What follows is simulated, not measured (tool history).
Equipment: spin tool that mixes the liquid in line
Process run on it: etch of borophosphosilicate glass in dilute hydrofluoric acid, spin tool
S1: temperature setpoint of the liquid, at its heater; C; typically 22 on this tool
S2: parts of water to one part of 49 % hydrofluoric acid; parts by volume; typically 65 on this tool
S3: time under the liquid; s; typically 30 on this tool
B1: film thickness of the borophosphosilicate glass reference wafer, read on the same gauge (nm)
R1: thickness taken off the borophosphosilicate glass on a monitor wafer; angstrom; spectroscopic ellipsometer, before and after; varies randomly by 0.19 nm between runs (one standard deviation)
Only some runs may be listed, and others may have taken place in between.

run	day	S1	S2	S3	B1	R1
1	0	22	65	30	40.02	380.4
# day 0.025: thermometer replaced
2	3.962	22	65	30	39.99	364.5
3	5.921	22	65	30	40.01	368.4
4	7.696	22	65	30	39.98	371.4
5	9.25	22	65	30	40.03	369
6	13.075	22	65	30	40	371
7	16.229	22	65	30	39.97	370.6
8	18.696	22	65	30	39.96	369.8
9	21.025	22	65	30	39.98	371.3
10	23.625	22	65	30	40	375.4
11	27.867	22	65	30	40.01	373.4
12	30.958	22	65	30	39.98	372
13	33.3	24.5	85	30	39.98	308.9
14	35.096	24.5	85	30	40.01	310.9
15	39.129	25	65	30	39.97	428.7
16	42.346	22	85	40	40	379.9
# day 44.138: thermometer replaced
17	44.204	27	80	20	40	236.5
18	47.671	22	35	30	40	706.6
19	51.167	26.5	45	30	39.99	654.4
20	55.271	22	65	50	40.02	616.2
# day 55.392: gauge calibrated
21	58.021	22	65	35	40.04	426.9
22	60.054	19	55	30	40.03	392
# day 70.025: hydrofluoric acid flow meter replaced
23	72.321	20	50	20	40.01	307.9
24	75.3	22	65	30	39.97	377.6
25	78.75	19	65	15	40	169.1
26	82.438	18.5	75	30	40.01	280.2
27	85.567	22	65	30	40.01	381.8
# day 86.183: thermometer replaced
28	89.408	25.5	40	25	39.99	589.3

Run by run, hidden condition taken away, random variation retained:
Hidden conditions of the tool in this case: liquid hotter than its thermometer reads (K); hydrofluoric acid flow below the setpoint (%); gauge reads high (%).
run	R1
1	364.7
2	362.6
3	365.7
4	368.1
5	365.2
6	365.8
7	364.3
8	362.6
9	363.2
10	366.3
11	363
12	360.4
13	299
14	300.4
15	412.4
16	364.2
17	235.7
18	701.8
19	648
20	607.6
21	419.7
22	384.4
23	298.3
24	365
25	162.7
26	268.8
27	365.5
28	585.7
